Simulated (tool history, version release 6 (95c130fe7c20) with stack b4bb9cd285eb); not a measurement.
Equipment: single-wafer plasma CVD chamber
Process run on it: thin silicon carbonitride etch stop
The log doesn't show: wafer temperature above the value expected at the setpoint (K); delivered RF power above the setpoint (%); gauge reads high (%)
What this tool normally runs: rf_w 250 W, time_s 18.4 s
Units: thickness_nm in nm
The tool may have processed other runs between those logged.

run,day,rf_w,time_s,wafers since the last listed run,hours since the last thermocouple change,hours since the last RF generator calibration,hours since the showerhead was replaced,hours since the gauge calibration,"read-back reference wafer on the same gauge, thickness_nm",thickness_nm
1,0,250,18.4,0,2252.3,975.1,3646,273.6,10.097,10.336
2,0.538,270,18.4,413,2265.2,988,3658.9,286.5,10.102,10.542
# day 0.904: RF generator calibrated
3,1.129,250,18.4,198,2279.4,5.4,3673.1,300.7,10.101,10.586
4,1.825,250,18.4,534,2296.1,22.1,3689.8,317.4,10.098,10.576
5,2.379,250,18.4,425,2309.4,35.4,3703.1,330.7,10.102,10.596
6,2.871,265,19.9,377,2321.2,47.2,3714.9,342.5,10.096,11.614
7,3.5,265,19.9,483,2336.3,62.3,3730,357.6,10.104,11.651
8,4.058,265,19.9,429,2349.7,75.7,3743.4,371,10.1,11.609
9,4.658,250,18.4,461,2364.1,90.1,3757.8,385.4,10.102,10.599
10,5.271,250,18.4,470,2378.8,104.8,3772.5,400.1,10.094,10.587
# day 5.858: showerhead replaced
11,5.933,250,18.4,252,2394.7,120.7,1.8,416,10.097,10.566
12,6.504,270,20.1,438,2408.4,134.4,15.5,429.7,10.103,11.772
13,7.208,200,18.4,541,2425.3,151.3,32.4,446.6,10.102,9.996
14,7.483,220,21.5,211,2431.9,157.9,39,453.2,10.098,11.93
15,8.088,250,18.4,464,2446.4,172.4,53.5,467.7,10.1,10.602
# day 8.129: gauge calibrated
16,8.804,230,21.2,550,2463.6,189.6,70.7,16.2,10.1,11.871
17,9.404,250,18.4,461,2478,204,85.1,30.6,10.095,10.542
18,10.071,285,21.3,512,2494,220,101.1,46.6,10.097,12.648
19,10.521,285,19.4,345,2504.8,230.8,111.9,57.4,10.096,11.541
20,11.008,250,18.4,374,2516.5,242.5,123.6,69.1,10.096,10.56
21,11.712,265,20.8,541,2533.4,259.4,140.5,86,10.106,12.088
22,12.183,265,20.8,361,2544.7,270.7,151.8,97.3,10.098,12.099
# day 12.846: thermocouple changed; heater temperature recalibrated
23,12.867,230,19.5,268,0.5,287.1,168.2,113.7,10.103,10.909
24,13.233,200,18.4,281,9.3,295.9,177,122.5,10.105,9.935
25,13.879,250,18.4,496,24.8,311.4,192.5,138,10.099,10.532
26,14.612,220,20.3,563,42.4,329,210.1,155.6,10.101,11.247
27,15.1,285,16.7,374,54.1,340.7,221.8,167.3,10.095,9.859
28,15.579,250,18.4,368,65.6,352.2,233.3,178.8,10.105,10.52
29,15.992,250,15.7,316,75.5,362.1,243.2,188.7,10.104,9.007
30,16.679,290,14.9,528,92,378.6,259.7,205.2,10.102,8.86
31,17.058,250,20.6,291,101.1,387.7,268.8,214.3,10.097,11.753
32,17.467,210,21.5,313,110.9,397.5,278.6,224.1,10.101,11.723
33,17.833,290,14.9,281,119.7,406.3,287.4,232.9,10.101,8.858

Predict the results of run 34:
34,18.346,300,19.6,393,132,418.6,299.7,245.2,?,?

{"run 34": {"read-back reference wafer on the same gauge, thickness_nm": 10.097, "thickness_nm": 11.774}}
Without the tool's hidden state the same run would have given thickness_nm 11.903 nm.

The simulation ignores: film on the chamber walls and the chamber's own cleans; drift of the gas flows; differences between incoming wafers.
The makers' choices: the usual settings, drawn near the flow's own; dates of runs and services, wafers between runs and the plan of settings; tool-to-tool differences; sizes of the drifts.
